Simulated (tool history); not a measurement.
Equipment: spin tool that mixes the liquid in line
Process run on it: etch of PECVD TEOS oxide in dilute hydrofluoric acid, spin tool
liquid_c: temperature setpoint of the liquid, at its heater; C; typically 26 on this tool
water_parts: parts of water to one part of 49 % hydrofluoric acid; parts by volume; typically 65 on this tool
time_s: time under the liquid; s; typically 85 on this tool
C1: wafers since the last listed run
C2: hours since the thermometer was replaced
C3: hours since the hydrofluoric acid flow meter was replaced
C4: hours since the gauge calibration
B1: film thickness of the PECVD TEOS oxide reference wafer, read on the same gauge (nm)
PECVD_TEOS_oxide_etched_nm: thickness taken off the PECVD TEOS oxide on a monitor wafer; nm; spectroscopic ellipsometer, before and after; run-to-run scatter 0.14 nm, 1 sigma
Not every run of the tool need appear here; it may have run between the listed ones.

run 1 hour=0 | liquid_c=26 water_parts=65 time_s=60 | C1=0 C2=1758.7 C3=1539.7 C4=195.5 | B1=110.02 | PECVD_TEOS_oxide_etched_nm=17.75
run 2 hour=20.9 | liquid_c=26 water_parts=65 time_s=60 | C1=136 C2=1779.6 C3=1560.6 C4=216.4 | B1=110.02 | PECVD_TEOS_oxide_etched_nm=17.68
run 3 hour=35.7 | liquid_c=26 water_parts=65 time_s=60 | C1=96 C2=1794.4 C3=1575.4 C4=231.2 | B1=109.99 | PECVD_TEOS_oxide_etched_nm=17.71
run 4 hour=52.5 | liquid_c=26 water_parts=65 time_s=85 | C1=109 C2=1811.2 C3=1592.2 C4=248 | B1=110 | PECVD_TEOS_oxide_etched_nm=24.87
run 5 hour=88.3 | liquid_c=26 water_parts=65 time_s=85 | C1=233 C2=1847 C3=1628 C4=283.8 | B1=109.99 | PECVD_TEOS_oxide_etched_nm=25.22
run 6 hour=111.6 | liquid_c=26 water_parts=65 time_s=110 | C1=151 C2=1870.3 C3=1651.3 C4=307.1 | B1=109.99 | PECVD_TEOS_oxide_etched_nm=31.92
run 7 hour=123.7 | liquid_c=26 water_parts=65 time_s=85 | C1=78 C2=1882.4 C3=1663.4 C4=319.2 | B1=109.97 | PECVD_TEOS_oxide_etched_nm=24.94
run 8 hour=150.7 | liquid_c=26 water_parts=65 time_s=85 | C1=175 C2=1909.4 C3=1690.4 C4=346.2 | B1=110 | PECVD_TEOS_oxide_etched_nm=24.98
run 9 hour=173.2 | liquid_c=26 water_parts=65 time_s=85 | C1=146 C2=1931.9 C3=1712.9 C4=368.7 | B1=110 | PECVD_TEOS_oxide_etched_nm=25.14
run 10 hour=208.2 | liquid_c=26 water_parts=65 time_s=85 | C1=227 C2=1966.9 C3=1747.9 C4=403.7 | B1=110 | PECVD_TEOS_oxide_etched_nm=25.26
run 11 hour=232.5 | liquid_c=26 water_parts=65 time_s=85 | C1=158 C2=1991.2 C3=1772.2 C4=428 | B1=109.99 | PECVD_TEOS_oxide_etched_nm=25.31
run 12 hour=246.8 | liquid_c=26 water_parts=65 time_s=85 | C1=93 C2=2005.5 C3=1786.5 C4=442.3 | B1=109.99 | PECVD_TEOS_oxide_etched_nm=25.19

What does the tool deliver on the next run?
run 13 hour=266.9 | liquid_c=26 water_parts=65 time_s=85 | C1=130 C2=2025.6 C3=1806.6 C4=462.4 | B1=? | PECVD_TEOS_oxide_etched_nm=?

Run 13 produced B1 109.98, PECVD_TEOS_oxide_etched_nm 25.45 nm.
Had the tool carried no hidden state, the very same run would have given PECVD_TEOS_oxide_etched_nm 22.44 nm.

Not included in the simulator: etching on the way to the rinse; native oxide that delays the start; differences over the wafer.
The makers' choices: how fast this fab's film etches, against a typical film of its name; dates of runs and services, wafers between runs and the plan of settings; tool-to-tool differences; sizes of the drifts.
